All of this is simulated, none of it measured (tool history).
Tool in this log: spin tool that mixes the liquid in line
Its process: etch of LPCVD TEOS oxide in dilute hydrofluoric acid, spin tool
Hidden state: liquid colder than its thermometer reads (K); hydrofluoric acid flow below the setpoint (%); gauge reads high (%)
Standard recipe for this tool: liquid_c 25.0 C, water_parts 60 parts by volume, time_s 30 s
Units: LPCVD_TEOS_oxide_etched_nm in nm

run   hour  liquid_c  water_parts  time_s  wafers since the last listed run  hours since the thermometer was replaced  hours since the hydrofluoric acid flow meter was replaced  hours since the gauge calibration  read-back film thickness of the LPCVD TEOS oxide reference wafer, read on the same gauge (nm)  LPCVD_TEOS_oxide_etched_nm
  1    0.0      25.0           60      30                                 0                                    1585.2                                                     1020.0                              506.8                                                                                          70.00                       11.11
  2    8.8      25.0           60      30                                96                                    1594.0                                                     1028.8                              515.6                                                                                          69.99                       11.13
  3   20.0      25.0           60      30                               122                                    1605.2                                                     1040.0                              526.8                                                                                          70.02                       10.97
      36.5  -- thermometer replaced
  4   37.5      25.0           60      20                               180                                       1.0                                                     1057.5                              544.3                                                                                          70.00                        8.10
  5   47.3      23.5           60      15                               107                                      10.8                                                     1067.3                              554.1                                                                                          70.01                        5.63
  6   55.8      23.5           60      15                                92                                      19.3                                                     1075.8                              562.6                                                                                          70.01                        5.77
  7   70.7      25.0           45      30                               162                                      34.2                                                     1090.7                              577.5                                                                                          69.98                       16.52
  8   85.5      25.0           45      30                               161                                      49.0                                                     1105.5                              592.3                                                                                          70.00                       16.52
  9   99.5      28.0           60      30                               152                                      63.0                                                     1119.5                              606.3                                                                                          70.00                       13.60
 10  106.8      28.0           60      30                                79                                      70.3                                                     1126.8                              613.6                                                                                          70.00                       13.66
 11  119.8      25.0           60      20                               141                                      83.3                                                     1139.8                              626.6                                                                                          70.00                        8.16
     120.7  -- gauge calibrated
 12  127.0      20.0           30      20                                78                                      90.5                                                     1147.0                                6.3                                                                                          70.01                       13.76
 13  133.2      25.0           60      30                                67                                      96.7                                                     1153.2                               12.5                                                                                          69.99                       12.26
 14  150.8      28.0           40      50                               192                                     114.3                                                     1170.8                               30.1                                                                                          70.01                       34.74
 15  160.9      25.0           60      30                               110                                     124.4                                                     1180.9                               40.2                                                                                          70.00                       12.17
     178.5  -- hydrofluoric acid flow meter replaced
 16  179.0      21.0           85      50                               186                                     142.5                                                        0.5                               58.3                                                                                          69.99                       11.65
 17  190.2      25.0           60      50                               122                                     153.7                                                       11.7                               69.5                                                                                          70.00                       19.75
 18  204.5      23.5           60      40                               156                                     168.0                                                       26.0                               83.8                                                                                          69.99                       15.00
 19  215.5      25.0           60      30                               120                                     179.0                                                       37.0                               94.8                                                                                          69.99                       12.02
 20  221.9      21.0           60      45                                69                                     185.4                                                       43.4                              101.2                                                                                          69.98                       15.32
 21  230.2      20.5           90      35                                90                                     193.7                                                       51.7                              109.5                                                                                          69.99                        7.54
 22  237.6      25.0           35      30                                80                                     201.1                                                       59.1                              116.9                                                                                          70.00                       21.07
 23  246.1      25.0           60      30                                92                                     209.6                                                       67.6                              125.4                                                                                          70.01                       12.04
 24  256.3      28.0           35      45                               111                                     219.8                                                       77.8                              135.6                                                                                          69.98                       36.25
 25  272.7      25.0           60      30                               179                                     236.2                                                       94.2                              152.0                                                                                          70.00                       12.06
 26  290.3      20.0           80      50                               192                                     253.8                                                      111.8                              169.6                                                                                          70.00                       11.90
 27  298.6      29.5           60      30                                90                                     262.1                                                      120.1                              177.9                                                                                          70.00                       14.42
 28  316.2      25.0           60      30                               192                                     279.7                                                      137.7                              195.5                                                                                          69.99                       11.95
 29  325.1      25.0           60      30                                97                                     288.6                                                      146.6                              204.4                                                                                          70.01                       12.01
 30  334.1      25.0           60      30                                98                                     297.6                                                      155.6                              213.4                                                                                          70.00                       12.08
 31  340.8      22.5           45      45                                73                                     304.3                                                      162.3                              220.1                                                                                          70.01                       22.10
 32  355.2      28.0           50      40                               157                                     318.7                                                      176.7                              234.5                                                                                          70.00                       21.71
 33  372.6      28.5           30      20                               189                                     336.1                                                      194.1                              251.9                                                                                          70.01                       19.10

For each entry between runs, how does the tool's hidden state at the last listed run before it compare with that at the first listed run after it?
After run 3, before run 4: thermometer replaced (hour 36.5)
  liquid colder than its thermometer reads (K): 2.52 -> 0.12
  measured less the result without the state, LPCVD_TEOS_oxide_etched_nm: -1.19 -> -0.04 nm
After run 11, before run 12: gauge calibrated (hour 120.7)
  liquid colder than its thermometer reads (K): 0.249 -> 0.26
  measured less the result without the state, LPCVD_TEOS_oxide_etched_nm: -0.08 -> -0.15 nm
After run 15, before run 16: hydrofluoric acid flow meter replaced (hour 178.5)
  liquid colder than its thermometer reads (K): 0.313 -> 0.341
  measured less the result without the state, LPCVD_TEOS_oxide_etched_nm: -0.15 -> -0.16 nm
